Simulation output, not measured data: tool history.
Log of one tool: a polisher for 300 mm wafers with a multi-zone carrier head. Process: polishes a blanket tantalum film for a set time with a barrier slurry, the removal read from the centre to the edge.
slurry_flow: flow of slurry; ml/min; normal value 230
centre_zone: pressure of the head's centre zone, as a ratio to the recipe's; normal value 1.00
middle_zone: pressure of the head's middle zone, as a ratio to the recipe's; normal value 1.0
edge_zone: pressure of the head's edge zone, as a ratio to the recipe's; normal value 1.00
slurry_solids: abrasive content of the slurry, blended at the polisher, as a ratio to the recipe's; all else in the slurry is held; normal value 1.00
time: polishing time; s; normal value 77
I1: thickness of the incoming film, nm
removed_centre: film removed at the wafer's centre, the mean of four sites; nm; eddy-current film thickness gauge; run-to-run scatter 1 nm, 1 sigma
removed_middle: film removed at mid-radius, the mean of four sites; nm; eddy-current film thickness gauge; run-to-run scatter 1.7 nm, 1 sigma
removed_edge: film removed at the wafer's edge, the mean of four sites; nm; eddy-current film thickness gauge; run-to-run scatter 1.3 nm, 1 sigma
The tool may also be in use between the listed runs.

run 1 day=0.000 | slurry_flow=230 centre_zone=1.00 middle_zone=1.0 edge_zone=1.00 slurry_solids=1.00 time=77 | I1=448.1 | removed_centre=108.2 removed_middle=109.2 removed_edge=115.6
run 2 day=0.579 | slurry_flow=230 centre_zone=1.00 middle_zone=1.0 edge_zone=1.00 slurry_solids=1.00 time=77 | I1=458.0 | removed_centre=108.4 removed_middle=106.1 removed_edge=117.6
run 3 day=1.142 | slurry_flow=230 centre_zone=1.00 middle_zone=1.0 edge_zone=1.00 slurry_solids=1.00 time=77 | I1=449.8 | removed_centre=109.4 removed_middle=110.5 removed_edge=113.1
run 4 day=1.508 | slurry_flow=230 centre_zone=1.00 middle_zone=1.0 edge_zone=1.00 slurry_solids=1.00 time=77 | I1=448.5 | removed_centre=109.7 removed_middle=109.6 removed_edge=113.5
run 5 day=2.196 | slurry_flow=230 centre_zone=1.00 middle_zone=1.0 edge_zone=1.00 slurry_solids=1.00 time=77 | I1=443.4 | removed_centre=107.3 removed_middle=106.6 removed_edge=114.3
run 6 day=2.792 | slurry_flow=230 centre_zone=1.00 middle_zone=1.0 edge_zone=1.00 slurry_solids=1.00 time=77 | I1=450.3 | removed_centre=108.4 removed_middle=105.7 removed_edge=113.9
run 7 day=3.438 | slurry_flow=230 centre_zone=1.00 middle_zone=1.0 edge_zone=1.00 slurry_solids=1.00 time=77 | I1=450.6 | removed_centre=105.8 removed_middle=108.7 removed_edge=113.1
run 8 day=3.879 | slurry_flow=230 centre_zone=1.00 middle_zone=1.0 edge_zone=1.00 slurry_solids=1.00 time=77 | I1=447.9 | removed_centre=107.1 removed_middle=106.6 removed_edge=113.0
-- day=4.325 centre zone pressure recalibrated
run 9 day=4.404 | slurry_flow=230 centre_zone=1.00 middle_zone=1.0 edge_zone=1.00 slurry_solids=1.00 time=77 | I1=454.4 | removed_centre=107.0 removed_middle=106.8 removed_edge=113.4
-- day=4.996 worn pad replaced by a new one
-- day=5.996 edge zone pressure recalibrated
run 10 day=6.383 | slurry_flow=230 centre_zone=1.00 middle_zone=1.0 edge_zone=1.00 slurry_solids=1.15 time=77 | I1=447.6 | removed_centre=108.9 removed_middle=109.9 removed_edge=116.3
-- day=7.350 slurry nozzle cleaned
run 11 day=8.054 | slurry_flow=230 centre_zone=1.00 middle_zone=1.0 edge_zone=1.00 slurry_solids=1.25 time=77 | I1=446.3 | removed_centre=129.9 removed_middle=129.2 removed_edge=132.1
-- day=8.646 carrier head's membrane replaced by a new one
run 12 day=8.667 | slurry_flow=230 centre_zone=1.00 middle_zone=1.0 edge_zone=1.00 slurry_solids=1.00 time=77 | I1=442.9 | removed_centre=119.7 removed_middle=120.7 removed_edge=124.7
run 13 day=9.596 | slurry_flow=260 centre_zone=1.00 middle_zone=1.1 edge_zone=1.08 slurry_solids=1.00 time=77 | I1=451.4 | removed_centre=122.6 removed_middle=132.2 removed_edge=130.0
run 14 day=9.888 | slurry_flow=230 centre_zone=1.00 middle_zone=1.0 edge_zone=1.00 slurry_solids=1.00 time=77 | I1=454.9 | removed_centre=121.5 removed_middle=118.9 removed_edge=122.7
run 15 day=10.512 | slurry_flow=230 centre_zone=0.93 middle_zone=1.0 edge_zone=0.89 slurry_solids=1.00 time=77 | I1=453.8 | removed_centre=112.6 removed_middle=118.6 removed_edge=118.1
-- day=10.992 worn pad replaced by a new one
run 16 day=11.150 | slurry_flow=165 centre_zone=1.00 middle_zone=1.0 edge_zone=1.00 slurry_solids=1.00 time=84 | I1=442.4 | removed_centre=120.9 removed_middle=117.4 removed_edge=127.9
run 17 day=11.625 | slurry_flow=230 centre_zone=1.00 middle_zone=1.0 edge_zone=1.06 slurry_solids=1.00 time=77 | I1=446.3 | removed_centre=119.3 removed_middle=118.5 removed_edge=123.4
run 18 day=11.904 | slurry_flow=230 centre_zone=1.00 middle_zone=1.0 edge_zone=1.12 slurry_solids=0.85 time=99 | I1=447.9 | removed_centre=143.8 removed_middle=144.9 removed_edge=157.8
run 19 day=12.279 | slurry_flow=230 centre_zone=0.91 middle_zone=1.0 edge_zone=1.00 slurry_solids=1.00 time=77 | I1=444.8 | removed_centre=108.1 removed_middle=119.8 removed_edge=123.7
run 20 day=13.900 | slurry_flow=230 centre_zone=1.00 middle_zone=1.0 edge_zone=1.00 slurry_solids=1.00 time=77 | I1=450.4 | removed_centre=118.7 removed_middle=120.9 removed_edge=121.9
run 21 day=14.438 | slurry_flow=175 centre_zone=1.00 middle_zone=1.1 edge_zone=1.00 slurry_solids=1.00 time=92 | I1=444.2 | removed_centre=134.2 removed_middle=146.4 removed_edge=139.9

Below are 4 alternative next runs, each starting from the tool's condition after run 21. Predict each:
run A day=14.454 | slurry_flow=230 centre_zone=1.00 middle_zone=1.0 edge_zone=0.94 slurry_solids=1.00 time=77 | I1=450.1 | removed_centre=? removed_middle=? removed_edge=?
run B day=14.454 | slurry_flow=275 centre_zone=0.91 middle_zone=1.0 edge_zone=0.97 slurry_solids=1.00 time=68 | I1=450.1 | removed_centre=? removed_middle=? removed_edge=?
run C day=14.454 | slurry_flow=230 centre_zone=1.00 middle_zone=1.0 edge_zone=1.00 slurry_solids=1.00 time=97 | I1=450.1 | removed_centre=? removed_middle=? removed_edge=?
run D day=14.454 | slurry_flow=230 centre_zone=1.08 middle_zone=1.0 edge_zone=1.07 slurry_solids=1.15 time=77 | I1=450.1 | removed_centre=? removed_middle=? removed_edge=?

run=A removed_centre=119.3 removed_middle=118.9 removed_edge=118.9
run=B removed_centre=98.6 removed_middle=107.8 removed_edge=108.7
run=C removed_centre=150.3 removed_middle=149.8 removed_edge=154.3
run=D removed_centre=134.8 removed_middle=124.2 removed_edge=132.4
What these runs would have given with no unlogged condition in the tool:
run=A removed_centre=122.1 removed_middle=121.4 removed_edge=120.7
run=B removed_centre=100.5 removed_middle=109.6 removed_edge=110.1
run=C removed_centre=153.8 removed_middle=152.9 removed_edge=156.6
run=D removed_centre=137.9 removed_middle=126.8 removed_edge=134.4
